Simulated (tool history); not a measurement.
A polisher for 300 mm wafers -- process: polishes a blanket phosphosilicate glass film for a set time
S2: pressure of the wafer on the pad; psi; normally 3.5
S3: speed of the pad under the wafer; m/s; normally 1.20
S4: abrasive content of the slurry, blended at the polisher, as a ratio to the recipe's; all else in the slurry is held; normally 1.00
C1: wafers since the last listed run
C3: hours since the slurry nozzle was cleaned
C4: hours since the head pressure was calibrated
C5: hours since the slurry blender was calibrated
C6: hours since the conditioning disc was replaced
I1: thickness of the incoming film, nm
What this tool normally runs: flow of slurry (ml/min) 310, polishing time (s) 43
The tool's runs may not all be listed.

{"run": 1, "hour": 0.0, "flow of slurry (ml/min)": 310, "S2": 3.5, "S3": 1.2, "S4": 1.0, "polishing time (s)": 43, "C1": 0, "wafers polished on this pad": 818, "C3": 356.7, "C4": 42.3, "C5": 126.5, "C6": 26.0, "I1": 2452.9, "film removed (Å)": 4320}
{"hour": 35.7, "done": "worn pad replaced by a new one"}
{"run": 2, "hour": 37.7, "flow of slurry (ml/min)": 310, "S2": 3.5, "S3": 1.2, "S4": 1.0, "polishing time (s)": 43, "C1": 221, "wafers polished on this pad": 13, "C3": 394.4, "C4": 80.0, "C5": 164.2, "C6": 63.7, "I1": 2512.8, "film removed (Å)": 4351}
{"run": 3, "hour": 72.8, "flow of slurry (ml/min)": 310, "S2": 3.5, "S3": 1.2, "S4": 1.0, "polishing time (s)": 43, "C1": 230, "wafers polished on this pad": 243, "C3": 429.5, "C4": 115.1, "C5": 199.3, "C6": 98.8, "I1": 2489.2, "film removed (Å)": 4290}
{"run": 4, "hour": 107.2, "flow of slurry (ml/min)": 310, "S2": 3.5, "S3": 1.2, "S4": 1.0, "polishing time (s)": 43, "C1": 226, "wafers polished on this pad": 470, "C3": 463.9, "C4": 149.5, "C5": 233.7, "C6": 133.2, "I1": 2517.3, "film removed (Å)": 4283}
{"run": 5, "hour": 136.5, "flow of slurry (ml/min)": 310, "S2": 3.5, "S3": 1.2, "S4": 1.0, "polishing time (s)": 43, "C1": 192, "wafers polished on this pad": 662, "C3": 493.2, "C4": 178.8, "C5": 263.0, "C6": 162.5, "I1": 2452.6, "film removed (Å)": 4364}
{"run": 6, "hour": 229.8, "flow of slurry (ml/min)": 310, "S2": 3.5, "S3": 1.2, "S4": 1.0, "polishing time (s)": 43, "C1": 613, "wafers polished on this pad": 1276, "C3": 586.5, "C4": 272.1, "C5": 356.3, "C6": 255.8, "I1": 2510.8, "film removed (Å)": 4258}
{"hour": 248.2, "done": "worn pad replaced by a new one"}
{"hour": 252.1, "done": "slurry blender recalibrated"}
{"run": 7, "hour": 260.3, "flow of slurry (ml/min)": 310, "S2": 3.5, "S3": 1.2, "S4": 1.0, "polishing time (s)": 43, "C1": 161, "wafers polished on this pad": 66, "C3": 617.0, "C4": 302.6, "C5": 8.2, "C6": 286.3, "I1": 2489.1, "film removed (Å)": 4566}
{"run": 8, "hour": 288.7, "flow of slurry (ml/min)": 310, "S2": 3.5, "S3": 1.2, "S4": 1.0, "polishing time (s)": 43, "C1": 186, "wafers polished on this pad": 252, "C3": 645.4, "C4": 331.0, "C5": 36.6, "C6": 314.7, "I1": 2477.2, "film removed (Å)": 4711}
{"hour": 291.6, "done": "slurry nozzle cleaned"}
{"run": 9, "hour": 323.0, "flow of slurry (ml/min)": 310, "S2": 3.5, "S3": 1.2, "S4": 1.0, "polishing time (s)": 43, "C1": 218, "wafers polished on this pad": 471, "C3": 31.4, "C4": 365.3, "C5": 70.9, "C6": 349.0, "I1": 2495.3, "film removed (Å)": 4605}
{"run": 10, "hour": 353.0, "flow of slurry (ml/min)": 310, "S2": 3.5, "S3": 1.08, "S4": 1.25, "polishing time (s)": 43, "C1": 197, "wafers polished on this pad": 669, "C3": 61.4, "C4": 395.3, "C5": 100.9, "C6": 379.0, "I1": 2443.1, "film removed (Å)": 4764}
{"hour": 395.5, "done": "head pressure recalibrated"}
{"run": 11, "hour": 440.7, "flow of slurry (ml/min)": 415, "S2": 3.5, "S3": 1.2, "S4": 1.0, "polishing time (s)": 57, "C1": 563, "wafers polished on this pad": 1232, "C3": 149.1, "C4": 45.2, "C5": 188.6, "C6": 466.7, "I1": 2481.1, "film removed (Å)": 5978}
{"hour": 448.3, "done": "worn pad replaced by a new one"}
{"run": 12, "hour": 474.9, "flow of slurry (ml/min)": 220, "S2": 3.5, "S3": 1.2, "S4": 1.0, "polishing time (s)": 43, "C1": 198, "wafers polished on this pad": 174, "C3": 183.3, "C4": 79.4, "C5": 222.8, "C6": 500.9, "I1": 2465.1, "film removed (Å)": 4313}
{"hour": 477.8, "done": "conditioning disc replaced and pad reconditioned"}
{"run": 13, "hour": 490.4, "flow of slurry (ml/min)": 310, "S2": 3.5, "S3": 1.2, "S4": 1.0, "polishing time (s)": 43, "C1": 88, "wafers polished on this pad": 263, "C3": 198.8, "C4": 94.9, "C5": 238.3, "C6": 12.6, "I1": 2459.3, "film removed (Å)": 4412}
{"run": 14, "hour": 507.2, "flow of slurry (ml/min)": 415, "S2": 3.5, "S3": 1.2, "S4": 1.0, "polishing time (s)": 43, "C1": 110, "wafers polished on this pad": 374, "C3": 215.6, "C4": 111.7, "C5": 255.1, "C6": 29.4, "I1": 2510.0, "film removed (Å)": 4447}
{"run": 15, "hour": 540.1, "flow of slurry (ml/min)": 310, "S2": 3.2, "S3": 0.96, "S4": 1.0, "polishing time (s)": 43, "C1": 216, "wafers polished on this pad": 590, "C3": 248.5, "C4": 144.6, "C5": 288.0, "C6": 62.3, "I1": 2501.5, "film removed (Å)": 3348}
{"run": 16, "hour": 554.4, "flow of slurry (ml/min)": 260, "S2": 3.5, "S3": 1.2, "S4": 1.1, "polishing time (s)": 43, "C1": 94, "wafers polished on this pad": 684, "C3": 262.8, "C4": 158.9, "C5": 302.3, "C6": 76.6, "I1": 2530.7, "film removed (Å)": 4790}
{"run": 17, "hour": 573.8, "flow of slurry (ml/min)": 310, "S2": 3.9, "S3": 1.4, "S4": 1.0, "polishing time (s)": 43, "C1": 127, "wafers polished on this pad": 812, "C3": 282.2, "C4": 178.3, "C5": 321.7, "C6": 96.0, "I1": 2496.7, "film removed (Å)": 5393}
{"run": 18, "hour": 607.2, "flow of slurry (ml/min)": 310, "S2": 4.7, "S3": 0.8, "S4": 1.0, "polishing time (s)": 49, "C1": 219, "wafers polished on this pad": 1031, "C3": 315.6, "C4": 211.7, "C5": 355.1, "C6": 129.4, "I1": 2448.0, "film removed (Å)": 5031}
{"run": 19, "hour": 621.3, "flow of slurry (ml/min)": 310, "S2": 3.5, "S3": 1.2, "S4": 1.0, "polishing time (s)": 43, "C1": 92, "wafers polished on this pad": 1124, "C3": 329.7, "C4": 225.8, "C5": 369.2, "C6": 143.5, "I1": 2484.6, "film removed (Å)": 4332}
{"run": 20, "hour": 637.7, "flow of slurry (ml/min)": 310, "S2": 3.5, "S3": 1.2, "S4": 1.0, "polishing time (s)": 43, "C1": 107, "wafers polished on this pad": 1232, "C3": 346.1, "C4": 242.2, "C5": 385.6, "C6": 159.9, "I1": 2496.9, "film removed (Å)": 4358}
{"hour": 650.7, "done": "worn pad replaced by a new one"}
{"run": 21, "hour": 672.7, "flow of slurry (ml/min)": 350, "S2": 3.9, "S3": 0.86, "S4": 1.1, "polishing time (s)": 43, "C1": 203, "wafers polished on this pad": 144, "C3": 381.1, "C4": 277.2, "C5": 420.6, "C6": 194.9, "I1": 2486.5, "film removed (Å)": 4156}
{"run": 22, "hour": 696.6, "flow of slurry (ml/min)": 310, "S2": 4.6, "S3": 1.2, "S4": 0.8, "polishing time (s)": 43, "C1": 157, "wafers polished on this pad": 301, "C3": 405.0, "C4": 301.1, "C5": 444.5, "C6": 218.8, "I1": 2475.0, "film removed (Å)": 4605}
{"hour": 712.2, "done": "slurry blender recalibrated"}
{"run": 23, "hour": 727.0, "flow of slurry (ml/min)": 415, "S2": 3.5, "S3": 1.6, "S4": 1.0, "polishing time (s)": 39, "C1": 186, "wafers polished on this pad": 488, "C3": 435.4, "C4": 331.5, "C5": 14.8, "C6": 249.2, "I1": 2446.6, "film removed (Å)": 5353}
{"run": 24, "hour": 741.7, "flow of slurry (ml/min)": 420, "S2": 4.3, "S3": 1.2, "S4": 1.0, "polishing time (s)": 43, "C1": 96, "wafers polished on this pad": 585, "C3": 450.1, "C4": 346.2, "C5": 29.5, "C6": 263.9, "I1": 2488.5, "film removed (Å)": 5663}
{"hour": 775.1, "done": "head pressure recalibrated"}
{"run": 25, "hour": 822.7, "flow of slurry (ml/min)": 365, "S2": 3.5, "S3": 0.84, "S4": 1.0, "polishing time (s)": 43, "C1": 519, "wafers polished on this pad": 1104, "C3": 531.1, "C4": 47.6, "C5": 110.5, "C6": 344.9, "I1": 2446.8, "film removed (Å)": 3478}

Consider 5 possible next runs. They are alternatives, not a sequence: every one starts from the tool as it was left by run 25. What does each give?
{"run": "A", "hour": 823.1, "flow of slurry (ml/min)": 310, "S2": 3.5, "S3": 1.2, "S4": 0.8, "polishing time (s)": 43, "C1": 2, "wafers polished on this pad": 1107, "C3": 531.5, "C4": 48.0, "C5": 110.9, "C6": 345.3, "I1": 2477.9, "film removed (Å)": "?"}
{"run": "B", "hour": 823.1, "flow of slurry (ml/min)": 310, "S2": 3.5, "S3": 1.2, "S4": 1.0, "polishing time (s)": 51, "C1": 2, "wafers polished on this pad": 1107, "C3": 531.5, "C4": 48.0, "C5": 110.9, "C6": 345.3, "I1": 2477.9, "film removed (Å)": "?"}
{"run": "C", "hour": 823.1, "flow of slurry (ml/min)": 225, "S2": 3.5, "S3": 1.04, "S4": 1.15, "polishing time (s)": 30, "C1": 2, "wafers polished on this pad": 1107, "C3": 531.5, "C4": 48.0, "C5": 110.9, "C6": 345.3, "I1": 2477.9, "film removed (Å)": "?"}
{"run": "D", "hour": 823.1, "flow of slurry (ml/min)": 310, "S2": 3.9, "S3": 0.9, "S4": 1.0, "polishing time (s)": 43, "C1": 2, "wafers polished on this pad": 1107, "C3": 531.5, "C4": 48.0, "C5": 110.9, "C6": 345.3, "I1": 2477.9, "film removed (Å)": "?"}
{"run": "E", "hour": 823.1, "flow of slurry (ml/min)": 310, "S2": 4.7, "S3": 0.92, "S4": 0.8, "polishing time (s)": 43, "C1": 2, "wafers polished on this pad": 1107, "C3": 531.5, "C4": 48.0, "C5": 110.9, "C6": 345.3, "I1": 2477.9, "film removed (Å)": "?"}

run=A film_removed_(Å)=3568
run=B film_removed_(Å)=5275
run=C film_removed_(Å)=2982
run=D film_removed_(Å)=4019
run=E film_removed_(Å)=3948
With the hidden condition removed and each run's random variation left untouched, the same runs would have given:
run=A film_removed_(Å)=3768
run=B film_removed_(Å)=5516
run=C film_removed_(Å)=3101
run=D film_removed_(Å)=4203
run=E film_removed_(Å)=4169
